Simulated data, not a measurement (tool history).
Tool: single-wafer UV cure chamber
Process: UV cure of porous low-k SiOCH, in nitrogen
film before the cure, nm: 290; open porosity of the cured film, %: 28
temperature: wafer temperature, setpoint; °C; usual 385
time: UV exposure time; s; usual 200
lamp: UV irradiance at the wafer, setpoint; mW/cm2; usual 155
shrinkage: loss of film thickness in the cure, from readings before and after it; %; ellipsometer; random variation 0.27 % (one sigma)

run	day	temperature	time	lamp	shrinkage
1	0	385	200	155	14.506
2	2.792	385	200	155	14.303
3	5.396	385	200	155	14.473
4	13.808	385	200	155	13.911
# day 14.492: quartz window cleaned
5	15.388	385	200	155	14.384
6	17.45	385	200	155	14.129
7	21.654	385	200	155	14.274
# day 24.154: UV bulbs replaced
8	24.229	385	200	130	14.705
9	27.6	385	200	130	13.951
10	30.271	371	140	155	13.257
11	32.075	371	140	155	13.272
12	35.108	371	140	155	12.719
# day 36.429: quartz window cleaned
13	37.167	385	200	155	14.449
14	40.888	385	200	155	14.739
15	51.05	385	200	155	14.236
16	53.938	370	100	155	10.219
17	56.729	400	200	139	13.753
# day 58.412: quartz window cleaned
18	61.158	367	200	155	13.831
19	62.95	404	145	133	11.701
# day 64.838: UV bulbs replaced
20	67.404	385	200	155	15.175
# day 77.25: quartz window cleaned
21	79.829	376	295	155	16.822
22	83.967	402	280	177	17.799
23	85.504	385	200	155	15.023
24	89.475	399	235	155	15.887
25	93.471	397	260	126	14.297
# day 95.867: quartz window cleaned
26	96.229	385	200	155	14.447
27	98.875	368	260	123	13.905

The same runs without the tool's hidden state, with the same run-to-run variation:
The hidden state here: lamp output below its setpoint, %; transmission lost against a clean window, %.
run	shrinkage
1	15.92
2	15.778
3	16.031
4	15.558
5	16.108
6	15.847
7	16.052
8	14.84
9	14.369
10	13.89
11	14.035
12	13.639
13	15.488
14	15.982
15	15.776
16	11.702
17	15.382
18	15.55
19	13.332
20	15.488
21	17.965
22	19.131
23	16.39
24	17.378
25	15.78
26	16.047
27	15.508
